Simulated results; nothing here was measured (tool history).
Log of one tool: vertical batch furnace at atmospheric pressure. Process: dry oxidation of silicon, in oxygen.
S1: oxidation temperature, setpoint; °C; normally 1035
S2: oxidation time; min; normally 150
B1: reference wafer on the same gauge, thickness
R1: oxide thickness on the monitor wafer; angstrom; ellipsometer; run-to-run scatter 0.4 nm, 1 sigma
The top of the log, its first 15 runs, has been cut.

run    hour    S1     S2      B1      R1
     1013.1  -- thermocouples replaced and temperature profile calibrated
 16  1175.9  1035  129.5  186.07  1506.9
 17  1428.7  1035  129.5  186.12  1507.7
 18  1521.4  1035  187.5  186.11  1888.6
     1580.6  -- boat lift adjusted
 19  1581.1  1026  171.5  185.83  1729.9
 20  1652.8  1044    194  186.06  2055.2
 21  1702.6  1035    150  186.01    1683
 22    1745  1051    150  186.01  1831.5
 23  1845.4  1059  195.5  185.81  2235.7
 24  1920.5  1018   98.5  186.07  1169.1
 25    1968  1026    106  185.85  1287.4
 26  2018.1  1045     97     186  1364.5
     2056.8  -- gauge calibrated
 27  2077.5  1021  208.5  186.01  1884.4
 28  2127.7  1049    130  185.95  1664.5
 29  2197.3  1035    150   186.1  1683.7
 30  2242.2  1035    150  185.87  1674.9
 31  2336.5  1054    150     186  1866.4
 32  2414.1  1014  192.5  185.79  1720.8
 33  2468.6  1026    188  186.04  1830.3
 34  2529.4  1017    126  185.88  1351.9
 35  2622.7  1042    150   186.1  1749.7
 36  2694.8  1035   83.5  185.91  1168.2
 37  2746.1  1035    150  185.93  1683.8
 38    2868  1048    222  186.02  2274.9
 39    2962  1010    150  185.79  1436.9

Alternative continuations, all from the tool just after run 39; predict every row:
  A  2968.7  1035    150   ?   ?
  B  2968.7  1012     86   ?   ?
  C  2968.7  1015  189.5   ?   ?
  D  2968.7  1035  202.5   ?   ?

run      B1      R1
  A  185.97  1669.6
  B  185.97  1023.5
  C  185.97  1704.2
  D  185.97  1998.2
Take away the tool's hidden state, keep each run's random variation, and the runs would have read:
run      R1
  A  1679.6
  B  1031.2
  C  1715.8
  D    2010
